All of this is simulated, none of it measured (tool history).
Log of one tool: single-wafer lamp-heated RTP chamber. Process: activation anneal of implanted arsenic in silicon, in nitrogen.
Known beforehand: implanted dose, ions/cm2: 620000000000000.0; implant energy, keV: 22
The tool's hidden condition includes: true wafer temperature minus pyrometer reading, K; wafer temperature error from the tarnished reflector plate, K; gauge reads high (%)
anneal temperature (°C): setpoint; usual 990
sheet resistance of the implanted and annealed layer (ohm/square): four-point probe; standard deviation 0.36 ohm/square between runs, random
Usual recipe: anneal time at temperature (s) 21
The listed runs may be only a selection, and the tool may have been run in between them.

run,day,anneal temperature (°C),anneal time at temperature (s),wafers since the last listed run,wafers since the last pyrometer calibration,wafers since the reflector plate was cleaned,hours since the gauge calibration,"read-back reference wafer on the same gauge, sheet resistance",sheet resistance of the implanted and annealed layer (ohm/square)
1,0,990,21,0,1707,8747,54.5,188.04,183.09
2,1.188,990,21,427,2135,9175,83,188.11,183.63
3,1.788,990,21,216,2351,9391,97.4,187.99,183.28
4,2.229,990,15,159,2510,9550,108,187.83,185.34
5,2.717,990,15,175,2686,9726,119.7,188.06,185.29
6,3.383,990,21,240,2926,9966,135.7,188.02,183.98
7,4.079,990,21,250,3177,10217,152.4,188.03,183.33
# day 4.379: gauge calibrated
8,4.746,990,21,240,3417,10457,8.8,187.99,183.68
9,5.062,990,21,114,3531,10571,16.4,188.05,183.63
10,5.6,990,21,193,3725,10765,29.3,188.21,183.01
# day 6.517: reflector plate cleaned
11,6.538,1003,31,217,3943,6,51.8,188.06,178.24
# day 7.154: pyrometer window cleaned and pyrometer calibrated
12,7.175,1016,33,109,8,116,67.1,187.92,177.96
13,7.188,990,21,4,12,121,67.4,188.14,184.95
14,7.567,961,12,136,149,257,76.5,188.02,191.5
15,8.217,1002,29,234,383,491,92.1,187.96,180.57
16,8.512,1013,32,106,490,598,99.2,188.13,178.41
17,9.042,990,21,190,680,789,111.9,188.03,184.24
18,9.717,1011,15,243,924,1032,128.1,188.18,183.59
19,10.079,990,15,130,1054,1162,136.8,187.91,186.54
20,10.683,962,15,217,1272,1380,151.3,188.04,190.2

Branching from run 20: 5 alternative next runs. What would each branch give?
A,10.7,990,21,6,1278,1386,151.7,?,?
B,10.7,971,30,6,1278,1386,151.7,?,?
C,10.7,990,17,6,1278,1386,151.7,?,?
D,10.7,1011,25,6,1278,1386,151.7,?,?
E,10.7,1019,33,6,1278,1386,151.7,?,?

run,"read-back reference wafer on the same gauge, sheet resistance",sheet resistance of the implanted and annealed layer (ohm/square)
A,187.91,184.99
B,187.91,185.81
C,187.91,186.32
D,187.91,180.47
E,187.91,176.99
With no hidden state in the tool, these same runs would have given:
run,sheet resistance of the implanted and annealed layer (ohm/square)
A,186.06
B,186.91
C,187.33
D,181.61
E,178.24
